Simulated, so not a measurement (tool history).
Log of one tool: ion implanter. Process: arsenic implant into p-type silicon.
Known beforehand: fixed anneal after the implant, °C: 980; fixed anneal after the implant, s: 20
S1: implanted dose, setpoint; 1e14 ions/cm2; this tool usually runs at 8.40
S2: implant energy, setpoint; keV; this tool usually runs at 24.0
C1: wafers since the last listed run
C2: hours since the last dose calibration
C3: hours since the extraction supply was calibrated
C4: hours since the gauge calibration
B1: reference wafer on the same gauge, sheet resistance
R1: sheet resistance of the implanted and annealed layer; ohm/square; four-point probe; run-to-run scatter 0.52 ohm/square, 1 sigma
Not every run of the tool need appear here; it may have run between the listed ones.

{"run": 1, "hour": 0.0, "S1": 8.4, "S2": 24.0, "C1": 0, "C2": 900.8, "C3": 2945.5, "C4": 691.2, "B1": 153.02, "R1": 154.25}
{"run": 2, "hour": 63.6, "S1": 8.4, "S2": 24.0, "C1": 607, "C2": 964.4, "C3": 3009.1, "C4": 754.8, "B1": 152.77, "R1": 154.47}
{"run": 3, "hour": 114.3, "S1": 8.4, "S2": 24.0, "C1": 484, "C2": 1015.1, "C3": 3059.8, "C4": 805.5, "B1": 153.19, "R1": 154.28}
{"run": 4, "hour": 200.6, "S1": 8.4, "S2": 24.0, "C1": 823, "C2": 1101.4, "C3": 3146.1, "C4": 891.8, "B1": 152.92, "R1": 154.31}
{"run": 5, "hour": 255.1, "S1": 8.4, "S2": 24.0, "C1": 520, "C2": 1155.9, "C3": 3200.6, "C4": 946.3, "B1": 152.91, "R1": 155.28}
{"run": 6, "hour": 342.1, "S1": 8.4, "S2": 17.5, "C1": 830, "C2": 1242.9, "C3": 3287.6, "C4": 1033.3, "B1": 152.76, "R1": 167.27}
{"run": 7, "hour": 447.9, "S1": 8.4, "S2": 17.5, "C1": 1010, "C2": 1348.7, "C3": 3393.4, "C4": 1139.1, "B1": 153.13, "R1": 168.82}
{"run": 8, "hour": 553.4, "S1": 9.71, "S2": 19.5, "C1": 1007, "C2": 1454.2, "C3": 3498.9, "C4": 1244.6, "B1": 152.98, "R1": 152.11}
{"run": 9, "hour": 598.4, "S1": 9.71, "S2": 19.5, "C1": 429, "C2": 1499.2, "C3": 3543.9, "C4": 1289.6, "B1": 152.96, "R1": 153.55}
{"run": 10, "hour": 681.4, "S1": 7.59, "S2": 20.0, "C1": 792, "C2": 1582.2, "C3": 3626.9, "C4": 1372.6, "B1": 153.01, "R1": 173.51}
{"run": 11, "hour": 765.8, "S1": 7.59, "S2": 20.0, "C1": 805, "C2": 1666.6, "C3": 3711.3, "C4": 1457.0, "B1": 152.96, "R1": 172.68}
{"run": 12, "hour": 811.7, "S1": 8.4, "S2": 26.0, "C1": 438, "C2": 1712.5, "C3": 3757.2, "C4": 1502.9, "B1": 153.0, "R1": 153.11}
{"run": 13, "hour": 850.0, "S1": 8.4, "S2": 26.0, "C1": 365, "C2": 1750.8, "C3": 3795.5, "C4": 1541.2, "B1": 153.1, "R1": 153.01}
{"run": 14, "hour": 888.2, "S1": 7.78, "S2": 24.0, "C1": 364, "C2": 1789.0, "C3": 3833.7, "C4": 1579.4, "B1": 152.9, "R1": 163.34}
{"hour": 959.4, "done": "gauge calibrated"}
{"run": 15, "hour": 985.3, "S1": 7.78, "S2": 24.0, "C1": 927, "C2": 1886.1, "C3": 3930.8, "C4": 25.9, "B1": 153.24, "R1": 163.26}
{"hour": 997.6, "done": "Faraday cup replaced and dose calibrated"}
{"run": 16, "hour": 1055.6, "S1": 8.4, "S2": 24.0, "C1": 594, "C2": 58.0, "C3": 4001.1, "C4": 96.2, "B1": 152.93, "R1": 152.08}
{"run": 17, "hour": 1154.2, "S1": 8.4, "S2": 24.0, "C1": 941, "C2": 156.6, "C3": 4099.7, "C4": 194.8, "B1": 153.05, "R1": 152.37}
{"run": 18, "hour": 1218.7, "S1": 7.32, "S2": 24.0, "C1": 615, "C2": 221.1, "C3": 4164.2, "C4": 259.3, "B1": 152.94, "R1": 165.66}
{"run": 19, "hour": 1257.3, "S1": 10.83, "S2": 16.5, "C1": 368, "C2": 259.7, "C3": 4202.8, "C4": 297.9, "B1": 153.16, "R1": 152.27}
{"run": 20, "hour": 1341.2, "S1": 8.4, "S2": 27.5, "C1": 801, "C2": 343.6, "C3": 4286.7, "C4": 381.8, "B1": 153.05, "R1": 147.41}
{"run": 21, "hour": 1402.4, "S1": 8.4, "S2": 24.0, "C1": 584, "C2": 404.8, "C3": 4347.9, "C4": 443.0, "B1": 152.93, "R1": 153.2}
{"hour": 1476.5, "done": "extraction supply calibrated"}
{"run": 22, "hour": 1500.9, "S1": 9.84, "S2": 15.5, "C1": 864, "C2": 503.3, "C3": 24.4, "C4": 541.5, "B1": 153.2, "R1": 160.08}
{"run": 23, "hour": 1573.7, "S1": 9.12, "S2": 24.0, "C1": 695, "C2": 576.1, "C3": 97.2, "C4": 614.3, "B1": 152.9, "R1": 146.72}
{"run": 24, "hour": 1671.3, "S1": 8.4, "S2": 24.0, "C1": 931, "C2": 673.7, "C3": 194.8, "C4": 711.9, "B1": 152.92, "R1": 153.26}
{"run": 25, "hour": 1747.0, "S1": 10.21, "S2": 30.5, "C1": 722, "C2": 749.4, "C3": 270.5, "C4": 787.6, "B1": 152.96, "R1": 128.43}
{"run": 26, "hour": 1795.0, "S1": 7.17, "S2": 29.5, "C1": 458, "C2": 797.4, "C3": 318.5, "C4": 835.6, "B1": 153.09, "R1": 161.98}
{"run": 27, "hour": 1835.9, "S1": 8.4, "S2": 24.0, "C1": 390, "C2": 838.3, "C3": 359.4, "C4": 876.5, "B1": 152.96, "R1": 154.5}
{"run": 28, "hour": 1917.1, "S1": 9.16, "S2": 30.5, "C1": 775, "C2": 919.5, "C3": 440.6, "C4": 957.7, "B1": 152.9, "R1": 137.11}
{"run": 29, "hour": 2003.2, "S1": 8.4, "S2": 24.0, "C1": 822, "C2": 1005.6, "C3": 526.7, "C4": 1043.8, "B1": 152.93, "R1": 154.25}
{"run": 30, "hour": 2097.5, "S1": 7.53, "S2": 17.5, "C1": 900, "C2": 1099.9, "C3": 621.0, "C4": 1138.1, "B1": 153.05, "R1": 178.19}
{"run": 31, "hour": 2183.0, "S1": 10.9, "S2": 24.0, "C1": 816, "C2": 1185.4, "C3": 706.5, "C4": 1223.6, "B1": 153.01, "R1": 134.7}
{"run": 32, "hour": 2385.8, "S1": 10.35, "S2": 16.5, "C1": 1936, "C2": 1388.2, "C3": 909.3, "C4": 1426.4, "B1": 153.13, "R1": 155.84}
{"run": 33, "hour": 2467.4, "S1": 7.49, "S2": 24.0, "C1": 779, "C2": 1469.8, "C3": 990.9, "C4": 1508.0, "B1": 152.78, "R1": 167.9}
{"run": 34, "hour": 2574.7, "S1": 9.99, "S2": 18.5, "C1": 1024, "C2": 1577.1, "C3": 1098.2, "C4": 1615.3, "B1": 152.84, "R1": 153.61}
{"hour": 2665.8, "done": "Faraday cup replaced and dose calibrated"}
{"run": 35, "hour": 2669.3, "S1": 7.43, "S2": 24.0, "C1": 826, "C2": 3.5, "C3": 1192.8, "C4": 1709.9, "B1": 153.16, "R1": 164.31}
{"run": 36, "hour": 2735.2, "S1": 8.4, "S2": 24.0, "C1": 629, "C2": 69.4, "C3": 1258.7, "C4": 1775.8, "B1": 152.8, "R1": 152.0}
{"hour": 2748.3, "done": "gauge calibrated"}
{"run": 37, "hour": 2772.2, "S1": 10.64, "S2": 24.0, "C1": 353, "C2": 106.4, "C3": 1295.7, "C4": 23.9, "B1": 152.83, "R1": 134.05}

Run by run, hidden condition taken away, random variation retained:
Hidden state at play: deviation of the true dose from the Faraday cup's reading, %; deviation of the true energy from its setpoint, %; gauge reads high (%).
run=1 R1=152.17
run=2 R1=152.24
run=3 R1=151.93
run=4 R1=151.75
run=5 R1=152.57
run=6 R1=164.68
run=7 R1=165.98
run=8 R1=149.53
run=9 R1=150.86
run=10 R1=169.47
run=11 R1=168.44
run=12 R1=148.94
run=13 R1=148.75
run=14 R1=158.67
run=15 R1=158.32
run=16 R1=151.46
run=17 R1=151.52
run=18 R1=164.48
run=19 R1=151.63
run=20 R1=146.08
run=21 R1=151.77
run=22 R1=158.97
run=23 R1=145.08
run=24 R1=151.21
run=25 R1=126.63
run=26 R1=159.02
run=27 R1=152.04
run=28 R1=134.60
run=29 R1=151.39
run=30 R1=174.97
run=31 R1=132.47
run=32 R1=153.41
run=33 R1=163.27
run=34 R1=150.58
run=35 R1=164.27
run=36 R1=151.82
run=37 R1=133.86

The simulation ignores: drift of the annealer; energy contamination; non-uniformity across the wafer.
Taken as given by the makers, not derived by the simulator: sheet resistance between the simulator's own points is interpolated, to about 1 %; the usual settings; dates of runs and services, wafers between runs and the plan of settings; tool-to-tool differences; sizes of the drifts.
